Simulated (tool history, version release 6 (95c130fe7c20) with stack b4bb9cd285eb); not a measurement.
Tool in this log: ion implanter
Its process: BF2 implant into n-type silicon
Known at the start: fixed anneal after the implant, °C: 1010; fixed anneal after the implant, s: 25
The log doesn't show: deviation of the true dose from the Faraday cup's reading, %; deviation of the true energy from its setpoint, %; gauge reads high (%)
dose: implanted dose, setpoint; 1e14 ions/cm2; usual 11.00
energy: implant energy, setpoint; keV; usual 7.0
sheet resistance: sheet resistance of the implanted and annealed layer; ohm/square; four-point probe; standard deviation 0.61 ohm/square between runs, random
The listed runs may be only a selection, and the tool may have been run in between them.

run   hour   dose  energy  wafers since the last listed run  hours since the last dose calibration  hours since the extraction supply was calibrated  hours since the gauge calibration  read-back reference wafer on the same gauge, sheet resistance  sheet resistance
  1    0.0  11.00     7.0                                 0                                  613.8                                            6278.2                              194.1                                                         208.12            199.79
  2    7.1  11.00     7.0                               139                                  620.9                                            6285.3                              201.2                                                         207.80            199.53
  3   19.1  11.00     7.0                               235                                  632.9                                            6297.3                              213.2                                                         207.88            200.68
  4   33.1  13.54     6.5                               275                                  646.9                                            6311.3                              227.2                                                         208.17            190.02
  5   43.6   9.59     7.0                               206                                  657.4                                            6321.8                              237.7                                                         208.27            211.13
  6   59.6  11.00     7.0                               314                                  673.4                                            6337.8                              253.7                                                         207.89            200.54
  7   67.2  11.00     7.0                               149                                  681.0                                            6345.4                              261.3                                                         208.08            200.26
  8   83.9  11.00     7.0                               328                                  697.7                                            6362.1                              278.0                                                         208.11            200.93
  9  101.4  11.00     7.0                               344                                  715.2                                            6379.6                              295.5                                                         207.97            200.70
 10  117.1  11.00     7.0                               308                                  730.9                                            6395.3                              311.2                                                         207.84            200.14
 11  129.9  11.00     7.0                               251                                  743.7                                            6408.1                              324.0                                                         208.22            200.37
 12  140.3  13.50     8.5                               204                                  754.1                                            6418.5                              334.4                                                         207.91            179.03
     144.2  -- gauge calibrated
 13  146.6  13.50     8.5                               123                                  760.4                                            6424.8                                2.4                                                         208.04            179.91
 14  158.2  11.99     6.5                               228                                  772.0                                            6436.4                               14.0                                                         207.98            196.91
 15  170.2  11.99     6.5                               235                                  784.0                                            6448.4                               26.0                                                         207.74            198.12
     188.5  -- Faraday cup replaced and dose calibrated
 16  189.0  11.99     6.5                               212                                    0.5                                            6467.2                               44.8                                                         208.22            193.71
 17  197.1  11.00     7.0                               159                                    8.6                                            6475.3                               52.9                                                         207.87            195.65
 18  214.2  11.00     7.0                               336                                   25.7                                            6492.4                               70.0                                                         207.71            196.09
 19  230.4   8.47     5.0                               318                                   41.9                                            6508.6                               86.2                                                         208.25            241.59
     247.9  -- extraction supply calibrated
 20  248.4   9.94     9.0                               196                                   59.9                                               0.5                              104.2                                                         208.15            192.46

Run 21 is up next; what results do you expect?
 21  258.0  11.00     7.0                               188                                   69.5                                              10.1                              113.8                                                              ?                 ?

{"run 21": {"read-back reference wafer on the same gauge, sheet resistance": 207.9, "sheet resistance": 196.18}}
Without the tool's hidden state the same run would have given sheet resistance 196.12 ohm/square.
